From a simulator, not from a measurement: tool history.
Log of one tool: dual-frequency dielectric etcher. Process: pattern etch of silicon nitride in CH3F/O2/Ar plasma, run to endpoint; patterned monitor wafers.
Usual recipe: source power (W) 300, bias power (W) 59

run   hour  source power (W)  bias power (W)  incoming incoming film thickness, nm  endpoint time (s)
  1      0               300              59                                 27.42               48.3
  2   29.6               300              59                                 27.64               48.4
  3   69.8               250              63                                 27.84               51.6
  4  101.6               300              53                                 27.69               50.5
  5    154               300              59                                 27.26               48.1
  6  189.1               300              59                                 27.62               48.7
     235.8  -- wet clean of the chamber
     285.3  -- bias power generator calibrated
  7  374.9               300              59                                 27.57               48.1
  8  407.7               260              59                                  27.7               51.7
  9    447               300              48                                 27.68               51.9
 10  474.1               300              53                                 27.61                 50
 11  506.1               240              53                                 27.58               54.8
 12  549.3               260              54                                 27.66               52.7
     601.4  -- upper electrode replaced
 13  601.9               300              59                                 27.79               48.9
 14  633.3               300              71                                 27.78               45.9
       670  -- wet clean of the chamber
 15  709.9               330              65                                 27.52                 45
     722.6  -- source power generator calibrated
 16  742.1               230              59                                 27.76               54.3
 17  805.6               300              59                                 27.71               48.8
 18  857.3               360              66                                 27.64               43.4
 19    923               320              59                                 27.73               47.7

4 ways to go on from here, each from the tool as it stands after run 19. What would each give?
  A  923.4               300              44                                    28                  ?
  B  923.4               270              49                                    28                  ?
  C  923.4               350              46                                    28                  ?
  D  923.4               340              71                                    28                  ?

run  endpoint time (s)
  A               53.9
  B               54.5
  C               49.9
  D               44.2
What these runs would have given with no unlogged condition in the tool:
run  endpoint time (s)
  A               53.4
  B                 54
  C               49.5
  D               43.7
